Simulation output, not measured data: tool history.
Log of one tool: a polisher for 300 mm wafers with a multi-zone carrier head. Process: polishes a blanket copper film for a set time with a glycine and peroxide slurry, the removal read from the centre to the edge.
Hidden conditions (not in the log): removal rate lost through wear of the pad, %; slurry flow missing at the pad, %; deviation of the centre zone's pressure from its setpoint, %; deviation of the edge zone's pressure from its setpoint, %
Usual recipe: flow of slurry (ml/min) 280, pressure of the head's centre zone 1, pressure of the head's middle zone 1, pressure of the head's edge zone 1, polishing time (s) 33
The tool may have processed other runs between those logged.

run,hour,flow of slurry (ml/min),pressure of the head's centre zone,pressure of the head's middle zone,pressure of the head's edge zone,polishing time (s),wafers since the last listed run,wafers polished on this pad,hours since the slurry nozzle was cleaned,hours since the centre zone pressure was calibrated,hours since the edge zone pressure was calibrated,hours since the carrier head's membrane was replaced,"incoming thickness of the incoming film, nm",film removed at the wafer's centre (angstrom),film removed at mid-radius (angstrom),film removed at the wafer's edge (angstrom)
1,0,220,1.05,1,1,33,0,733,13.1,579.2,817.8,109.9,1298.5,1401,1361,1338
2,70,220,1.05,1,1,33,543,1277,83.1,649.2,887.8,179.9,1295.8,1379,1300,1277
3,123.9,220,1.05,1,1,33,418,1696,137,703.1,941.7,233.8,1312.9,1396,1312,1288
4,175.6,280,1,1,1,33,401,2098,188.7,754.8,993.4,285.5,1309.2,1356,1361,1337
# hour 188.4: worn pad replaced by a new one
5,206,280,1,1,1,33,205,136,219.1,785.2,1023.8,315.9,1309.2,1373,1364,1346
# hour 251.2: slurry nozzle cleaned
6,269.1,280,1,1,1,33,482,619,17.9,848.3,1086.9,379,1296,1365,1384,1361
7,320.6,280,1,0.92,1,33,400,1019,69.4,899.8,1138.4,430.5,1300.3,1339,1278,1335
8,352.2,280,1,0.92,1,33,245,1264,101,931.4,1170,462.1,1314.2,1394,1254,1342
9,395.6,280,1.12,1,1,42,337,1601,144.4,974.8,1213.4,505.5,1296.9,1954,1713,1656
# hour 418.9: carrier head's membrane replaced by a new one
10,467,225,1,0.95,1,41,515,2117,215.8,1046.2,1284.8,48.1,1307.5,1659,1589,1615
11,502,325,1.04,1,1.04,23,271,2389,250.8,1081.2,1319.8,83.1,1294.6,1013,926,969
# hour 510.7: edge zone pressure recalibrated
# hour 513.5: worn pad replaced by a new one
# hour 558.6: centre zone pressure recalibrated
12,559.1,250,1,1.06,1,33,390,338,307.9,0.5,48.4,140.2,1303.8,1356,1377,1320
# hour 575.9: slurry nozzle cleaned
13,615.7,310,1.08,1,1,37,431,770,39.8,57.1,105,196.8,1275.3,1671,1539,1520
14,683.7,325,1,1,1,33,528,1298,107.8,125.1,173,264.8,1296.2,1401,1353,1325
15,721.1,280,1,1,1,33,290,1589,145.2,162.5,210.4,302.2,1298.1,1347,1358,1349
16,764.2,280,1,1,1,45,334,1924,188.3,205.6,253.5,345.3,1282.5,1848,1845,1875
# hour 802.1: worn pad replaced by a new one
# hour 820.5: slurry nozzle cleaned
17,832.1,280,1,0.9,1.05,29,488,225,11.6,273.5,321.4,413.2,1305.9,1199,1068,1207
18,856.8,280,1,0.92,0.89,33,191,417,36.3,298.2,346.1,437.9,1306.8,1366,1235,1280
19,890.6,195,0.92,1,1,33,262,680,70.1,332,379.9,471.7,1273.3,1201,1269,1295
# hour 947.7: carrier head's membrane replaced by a new one
20,1035.8,325,1.04,1,1.04,23,1089,1769,215.3,477.2,525.1,88.1,1284.3,998,977,963
# hour 1075: worn pad replaced by a new one
21,1075.5,280,1,1,1,33,277,3,255,516.9,564.8,127.8,1287.3,1381,1381,1331
# hour 1078.6: slurry nozzle cleaned
22,1117.3,255,0.94,1,1,26,316,320,38.7,558.7,606.6,169.6,1286.5,996,1049,1046

Hidden condition of the tool, last listed run before each entry between runs versus first listed run after:
After run 4, before run 5: worn pad replaced by a new one (hour 188.4)
  the hidden state is the same at both runs
After run 5, before run 6: slurry nozzle cleaned (hour 251.2)
  the hidden state is the same at both runs
After run 9, before run 10: carrier head's membrane replaced by a new one (hour 418.9)
  the hidden state is the same at both runs
After run 11, before run 12: edge zone pressure recalibrated (hour 510.7); worn pad replaced by a new one (hour 513.5); centre zone pressure recalibrated (hour 558.6)
  the hidden state is the same at both runs
After run 12, before run 13: slurry nozzle cleaned (hour 575.9)
  the hidden state is the same at both runs
After run 16, before run 17: worn pad replaced by a new one (hour 802.1); slurry nozzle cleaned (hour 820.5)
  the hidden state is the same at both runs
After run 19, before run 20: carrier head's membrane replaced by a new one (hour 947.7)
  the hidden state is the same at both runs
After run 20, before run 21: worn pad replaced by a new one (hour 1075)
  the hidden state is the same at both runs
After run 21, before run 22: slurry nozzle cleaned (hour 1078.6)
  the hidden state is the same at both runs

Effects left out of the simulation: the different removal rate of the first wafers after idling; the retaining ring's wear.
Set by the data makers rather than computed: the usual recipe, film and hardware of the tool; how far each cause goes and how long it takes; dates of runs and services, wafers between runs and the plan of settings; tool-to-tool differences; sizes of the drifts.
